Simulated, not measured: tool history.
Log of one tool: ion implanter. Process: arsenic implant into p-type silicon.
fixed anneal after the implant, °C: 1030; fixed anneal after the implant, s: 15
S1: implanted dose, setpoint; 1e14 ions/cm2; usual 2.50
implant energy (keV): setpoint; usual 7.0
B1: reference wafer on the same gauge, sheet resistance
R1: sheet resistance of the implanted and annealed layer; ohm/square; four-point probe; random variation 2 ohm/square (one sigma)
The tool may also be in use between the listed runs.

run 1 hour=0.0 | S1=2.04 implant_energy_(keV)=5.5 | B1=342.00 | R1=473.28
run 2 hour=25.7 | S1=2.92 implant_energy_(keV)=7.0 | B1=341.70 | R1=348.44
-- hour=46.6 gauge calibrated
run 3 hour=121.3 | S1=2.92 implant_energy_(keV)=7.0 | B1=342.55 | R1=347.88
run 4 hour=143.7 | S1=2.92 implant_energy_(keV)=7.0 | B1=342.21 | R1=353.36
run 5 hour=175.8 | S1=2.50 implant_energy_(keV)=7.0 | B1=342.15 | R1=396.87
run 6 hour=205.9 | S1=2.50 implant_energy_(keV)=7.0 | B1=341.77 | R1=394.94
run 7 hour=222.1 | S1=2.74 implant_energy_(keV)=8.0 | B1=341.34 | R1=365.05
run 8 hour=242.7 | S1=2.83 implant_energy_(keV)=7.0 | B1=342.06 | R1=358.30
run 9 hour=275.4 | S1=2.50 implant_energy_(keV)=7.0 | B1=341.95 | R1=396.24
run 10 hour=311.0 | S1=1.93 implant_energy_(keV)=7.0 | B1=342.16 | R1=485.49
run 11 hour=323.4 | S1=1.93 implant_energy_(keV)=7.0 | B1=341.73 | R1=484.30
-- hour=348.6 Faraday cup replaced and dose calibrated
run 12 hour=349.1 | S1=2.50 implant_energy_(keV)=7.0 | B1=341.53 | R1=393.85
-- hour=369.0 extraction supply calibrated
run 13 hour=370.8 | S1=2.50 implant_energy_(keV)=7.0 | B1=341.42 | R1=399.19
run 14 hour=405.3 | S1=2.50 implant_energy_(keV)=7.0 | B1=342.05 | R1=396.34
run 15 hour=437.7 | S1=2.97 implant_energy_(keV)=8.0 | B1=342.02 | R1=340.66
run 16 hour=465.7 | S1=2.98 implant_energy_(keV)=5.5 | B1=342.31 | R1=348.07
run 17 hour=477.8 | S1=2.83 implant_energy_(keV)=8.5 | B1=341.20 | R1=352.87
-- hour=488.9 gauge calibrated
run 18 hour=489.8 | S1=2.85 implant_energy_(keV)=5.5 | B1=342.14 | R1=361.11
run 19 hour=523.9 | S1=2.50 implant_energy_(keV)=7.0 | B1=342.06 | R1=392.10
run 20 hour=539.0 | S1=2.02 implant_energy_(keV)=8.5 | B1=342.07 | R1=458.14
run 21 hour=553.3 | S1=2.72 implant_energy_(keV)=8.5 | B1=341.86 | R1=365.62
run 22 hour=585.5 | S1=1.79 implant_energy_(keV)=9.5 | B1=342.07 | R1=500.62
run 23 hour=598.1 | S1=2.50 implant_energy_(keV)=7.0 | B1=341.82 | R1=393.88
run 24 hour=631.7 | S1=2.50 implant_energy_(keV)=8.0 | B1=341.78 | R1=392.18
run 25 hour=651.5 | S1=2.50 implant_energy_(keV)=7.0 | B1=342.08 | R1=397.63
run 26 hour=678.9 | S1=1.78 implant_energy_(keV)=5.0 | B1=341.95 | R1=532.74
run 27 hour=692.8 | S1=2.50 implant_energy_(keV)=7.0 | B1=341.85 | R1=393.16
run 28 hour=722.1 | S1=2.00 implant_energy_(keV)=8.0 | B1=341.74 | R1=466.70
run 29 hour=736.7 | S1=2.81 implant_energy_(keV)=8.0 | B1=341.89 | R1=354.20

5 ways to go on from here, each from the tool as it stands after run 29. What would each give?
run A hour=737.1 | S1=2.95 implant_energy_(keV)=7.0 | B1=? | R1=?
run B hour=737.1 | S1=3.20 implant_energy_(keV)=8.0 | B1=? | R1=?
run C hour=737.1 | S1=1.92 implant_energy_(keV)=7.0 | B1=? | R1=?
run D hour=737.1 | S1=1.76 implant_energy_(keV)=8.5 | B1=? | R1=?
run E hour=737.1 | S1=3.23 implant_energy_(keV)=6.0 | B1=? | R1=?

run=A B1=341.78 R1=344.08
run=B B1=341.78 R1=319.78
run=C B1=341.78 R1=482.87
run=D B1=341.78 R1=507.77
run=E B1=341.78 R1=323.64
Without the tool's hidden state the same runs would have given:
run=A R1=344.08
run=B R1=319.78
run=C R1=482.87
run=D R1=507.77
run=E R1=323.64
